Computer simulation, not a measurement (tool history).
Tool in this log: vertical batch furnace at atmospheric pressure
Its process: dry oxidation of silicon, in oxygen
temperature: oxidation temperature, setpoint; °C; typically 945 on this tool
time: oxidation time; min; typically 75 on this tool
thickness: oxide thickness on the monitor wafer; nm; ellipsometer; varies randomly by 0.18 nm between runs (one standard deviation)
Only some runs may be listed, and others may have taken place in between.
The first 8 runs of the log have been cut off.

run    hour  temperature   time  read-back reference wafer on the same gauge, thickness  thickness
  9     484          939     75                                                   81.64      69.61
 10   531.6          939     75                                                   81.76      69.88
      551.5  -- gauge calibrated
 11   575.6          960     89                                                   81.66      82.36
 12   617.7          960     89                                                    81.7      82.31
 13   649.7          960     89                                                    81.7       82.4
 14   692.7          945     75                                                   81.65      71.42
 15   750.5          945     75                                                   81.84      71.55
 16   789.9          929   44.5                                                   81.65      56.17
 17   822.8          945     75                                                   81.76      71.49
 18   869.6          957     75                                                   81.67      75.34
 19   933.5          954     75                                                   81.64      74.19
 20     979          966  106.5                                                   81.75      92.11
 21  1005.4          923  110.5                                                   81.58      75.05
 22  1064.5          922  100.5                                                   81.75      71.15
 23  1099.3          965    106                                                   81.79      91.78
 24    1141          945     75                                                   81.68      71.38
 25  1166.7          932   97.5                                                   81.72      74.57
 26  1219.7          929  102.5                                                   81.62      74.79
 27  1255.1          960    112                                                   81.58      91.25
 28  1284.2          945     48                                                   81.68      60.49
     1321.5  -- boat lift adjusted
 29  1332.6          945     75                                                    81.7      72.26

What will run 30 give?
 30  1383.1          966  104.5                                                       ?          ?

read-back reference wafer on the same gauge, thickness: 81.68
thickness: 92.55 nm
Were there no unlogged condition in the tool, this run, its random variation unchanged, would have produced thickness 92.81 nm.

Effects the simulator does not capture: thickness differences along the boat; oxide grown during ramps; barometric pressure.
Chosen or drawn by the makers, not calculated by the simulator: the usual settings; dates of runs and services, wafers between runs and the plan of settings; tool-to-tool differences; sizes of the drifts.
